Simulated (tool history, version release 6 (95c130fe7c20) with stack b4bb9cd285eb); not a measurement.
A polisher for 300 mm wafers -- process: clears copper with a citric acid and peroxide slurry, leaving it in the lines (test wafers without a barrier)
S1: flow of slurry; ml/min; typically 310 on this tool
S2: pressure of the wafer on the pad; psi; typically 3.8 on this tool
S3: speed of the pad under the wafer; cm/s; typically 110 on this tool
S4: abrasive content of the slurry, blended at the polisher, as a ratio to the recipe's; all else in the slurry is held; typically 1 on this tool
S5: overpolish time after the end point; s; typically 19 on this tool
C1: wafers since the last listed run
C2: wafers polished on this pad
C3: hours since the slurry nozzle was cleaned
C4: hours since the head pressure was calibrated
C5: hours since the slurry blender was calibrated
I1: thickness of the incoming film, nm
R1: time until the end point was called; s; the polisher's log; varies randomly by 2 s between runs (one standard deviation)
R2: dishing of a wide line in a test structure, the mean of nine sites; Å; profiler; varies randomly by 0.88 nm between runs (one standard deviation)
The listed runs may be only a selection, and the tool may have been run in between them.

run 1 hour=0 | S1=310 S2=3.1 S3=110 S4=0.8 S5=19 | C1=0 C2=1161 C3=394.9 C4=752.3 C5=42.7 | I1=368 | R1=221 R2=254
run 2 hour=15.9 | S1=310 S2=3.1 S3=110 S4=0.8 S5=19 | C1=64 C2=1226 C3=410.8 C4=768.2 C5=58.6 | I1=371.9 | R1=220.9 R2=269
run 3 hour=23.6 | S1=310 S2=3.8 S3=110 S4=1 S5=19 | C1=31 C2=1258 C3=418.5 C4=775.9 C5=66.3 | I1=368.4 | R1=174.9 R2=316
run 4 hour=33.3 | S1=310 S2=3.8 S3=110 S4=1 S5=19 | C1=39 C2=1297 C3=428.2 C4=785.6 C5=76 | I1=378.1 | R1=183.1 R2=307
run 5 hour=45.1 | S1=310 S2=3.8 S3=110 S4=1 S5=19 | C1=48 C2=1345 C3=440 C4=797.4 C5=87.8 | I1=375.3 | R1=180 R2=322
run 6 hour=57.7 | S1=310 S2=3.8 S3=110 S4=1 S5=19 | C1=51 C2=1397 C3=452.6 C4=810 C5=100.4 | I1=368.8 | R1=182.7 R2=315
run 7 hour=74.3 | S1=310 S2=3.8 S3=110 S4=1 S5=19 | C1=67 C2=1464 C3=469.2 C4=826.6 C5=117 | I1=377 | R1=185.3 R2=320
-- hour=85.5 worn pad replaced by a new one
run 8 hour=86 | S1=310 S2=3.8 S3=110 S4=1 S5=19 | C1=31 C2=1 C3=480.9 C4=838.3 C5=128.7 | I1=375.3 | R1=165.2 R2=351
run 9 hour=96.2 | S1=310 S2=3.8 S3=110 S4=1 S5=19 | C1=41 C2=43 C3=491.1 C4=848.5 C5=138.9 | I1=374 | R1=163 R2=340
run 10 hour=112.1 | S1=310 S2=3.8 S3=124 S4=1 S5=19 | C1=64 C2=108 C3=507 C4=864.4 C5=154.8 | I1=371.4 | R1=143.2 R2=372
run 11 hour=127.9 | S1=310 S2=3.8 S3=124 S4=1 S5=19 | C1=64 C2=172 C3=522.8 C4=880.2 C5=170.6 | I1=376.4 | R1=149.3 R2=371
run 12 hour=137 | S1=310 S2=3.8 S3=124 S4=1 S5=19 | C1=37 C2=209 C3=531.9 C4=889.3 C5=179.7 | I1=379.5 | R1=150.4 R2=385
run 13 hour=149 | S1=310 S2=3.8 S3=78 S4=1 S5=9 | C1=48 C2=258 C3=543.9 C4=901.3 C5=191.7 | I1=381.6 | R1=240 R2=122
run 14 hour=163.3 | S1=310 S2=3.8 S3=98 S4=1 S5=26 | C1=58 C2=317 C3=558.2 C4=915.6 C5=206 | I1=369.8 | R1=184.2 R2=398
-- hour=169.3 slurry blender recalibrated
-- hour=176 head pressure recalibrated
run 15 hour=176.5 | S1=310 S2=3.8 S3=110 S4=1.2 S5=9 | C1=37 C2=354 C3=571.4 C4=0.5 C5=7.2 | I1=373.3 | R1=155.9 R2=183
run 16 hour=190.1 | S1=310 S2=4.6 S3=110 S4=1 S5=19 | C1=55 C2=410 C3=585 C4=14.1 C5=20.8 | I1=372.2 | R1=133 R2=406
-- hour=196 slurry nozzle cleaned
run 17 hour=202 | S1=310 S2=5 S3=110 S4=0.9 S5=19 | C1=44 C2=454 C3=6 C4=26 C5=32.7 | I1=378.4 | R1=125 R2=438
run 18 hour=212.7 | S1=260 S2=2.9 S3=110 S4=1 S5=19 | C1=43 C2=498 C3=16.7 C4=36.7 C5=43.4 | I1=376.5 | R1=217.9 R2=263
run 19 hour=228.8 | S1=345 S2=3.8 S3=136 S4=1 S5=11 | C1=65 C2=564 C3=32.8 C4=52.8 C5=59.5 | I1=373.3 | R1=132.4 R2=263
run 20 hour=243.5 | S1=345 S2=3.8 S3=136 S4=1 S5=11 | C1=59 C2=623 C3=47.5 C4=67.5 C5=74.2 | I1=372.8 | R1=135.3 R2=253
run 21 hour=250.1 | S1=310 S2=3.8 S3=110 S4=1.2 S5=26 | C1=26 C2=650 C3=54.1 C4=74.1 C5=80.8 | I1=368.1 | R1=159.9 R2=445

Run 22 comes next. What will it give?
run 22 hour=261.5 | S1=310 S2=3.8 S3=110 S4=1 S5=19 | C1=46 C2=697 C3=65.5 C4=85.5 C5=92.2 | I1=373.1 | R1=? R2=?

{"run 22": {"R1": 167.6, "R2": 333}}
Had the tool carried no hidden state, the very same run would have given R1 152.6 s, R2 361 Å.

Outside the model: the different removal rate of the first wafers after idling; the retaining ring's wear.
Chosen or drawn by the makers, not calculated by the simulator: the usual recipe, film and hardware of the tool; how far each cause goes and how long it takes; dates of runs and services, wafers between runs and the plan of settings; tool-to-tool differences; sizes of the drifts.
